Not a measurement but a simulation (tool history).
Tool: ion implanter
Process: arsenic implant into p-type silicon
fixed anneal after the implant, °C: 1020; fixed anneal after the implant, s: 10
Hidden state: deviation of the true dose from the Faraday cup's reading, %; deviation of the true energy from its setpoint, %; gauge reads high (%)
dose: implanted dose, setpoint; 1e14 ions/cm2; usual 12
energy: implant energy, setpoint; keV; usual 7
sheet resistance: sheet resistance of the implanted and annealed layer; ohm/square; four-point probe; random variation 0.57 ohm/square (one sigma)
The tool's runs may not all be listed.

run   hour   dose  energy  wafers since the last listed run  hours since the last dose calibration  hours since the extraction supply was calibrated  hours since the gauge calibration  read-back reference wafer on the same gauge, sheet resistance  sheet resistance
  1      0     12       7                                 0                                  979.9                                              2618                                693                                                         164.04            154.51
  2   70.2     12       7                              1112                                 1050.1                                            2688.2                              763.2                                                         163.59            154.45
  3  119.7     12       7                               784                                 1099.6                                            2737.7                              812.7                                                         163.27            153.46
  4  180.2     12       7                               958                                 1160.1                                            2798.2                              873.2                                                         162.75            154.08
  5  226.5     12       7                               733                                 1206.4                                            2844.5                              919.5                                                         162.45            153.37
  6  257.6  10.74     6.5                               492                                 1237.5                                            2875.6                              950.6                                                         162.17            160.34
  7  321.1  14.16       7                              1006                                   1301                                            2939.1                             1014.1                                                         161.71            145.72
       329  -- gauge calibrated
  8  389.2  14.16       7                              1079                                 1369.1                                            3007.2                               60.2                                                         166.95            150.49
     409.6  -- Faraday cup replaced and dose calibrated
  9  451.5  14.16       7                               860                                   41.9                                            3069.5                              122.5                                                         166.68            150.13
 10  511.9  14.92       7                               957                                  102.3                                            3129.9                              182.9                                                         166.08            147.61
 11  548.3   9.02       9                               576                                  138.7                                            3166.3                              219.3                                                         166.31            167.06
     556.9  -- extraction supply calibrated
 12  598.9  13.14       6                               675                                  189.3                                                42                              269.9                                                         165.75            157.07
 13  657.5     12       7                               928                                  247.9                                             100.6                              328.5                                                         165.14            155.57
 14  715.8   9.54       7                               924                                  306.2                                             158.9                              386.8                                                         164.76            166.62
 15    744  10.81       9                               446                                  334.4                                             187.1                                415                                                         164.69            154.02
 16  810.7   9.54       7                              1057                                  401.1                                             253.8                              481.7                                                         164.48            168.04
 17    849     12       7                               607                                  439.4                                             292.1                                520                                                          163.9            154.25
 18  894.4  10.15     5.5                               719                                  484.8                                             337.5                              565.4                                                         163.53            169.95
 19  951.5   8.41       7                               904                                  541.9                                             394.6                              622.5                                                         163.11            174.99

The same runs without the tool's hidden state, with the same run-to-run variation:
run  sheet resistance
  1            157.45
  2            157.82
  3            157.11
  4            158.12
  5            157.69
  6            165.06
  7            150.39
  8            150.49
  9            150.49
 10            148.31
 11            168.09
 12            158.35
 13            157.19
 14            168.75
 15            156.15
 16            170.82
 17            157.04
 18            173.33
 19            178.87

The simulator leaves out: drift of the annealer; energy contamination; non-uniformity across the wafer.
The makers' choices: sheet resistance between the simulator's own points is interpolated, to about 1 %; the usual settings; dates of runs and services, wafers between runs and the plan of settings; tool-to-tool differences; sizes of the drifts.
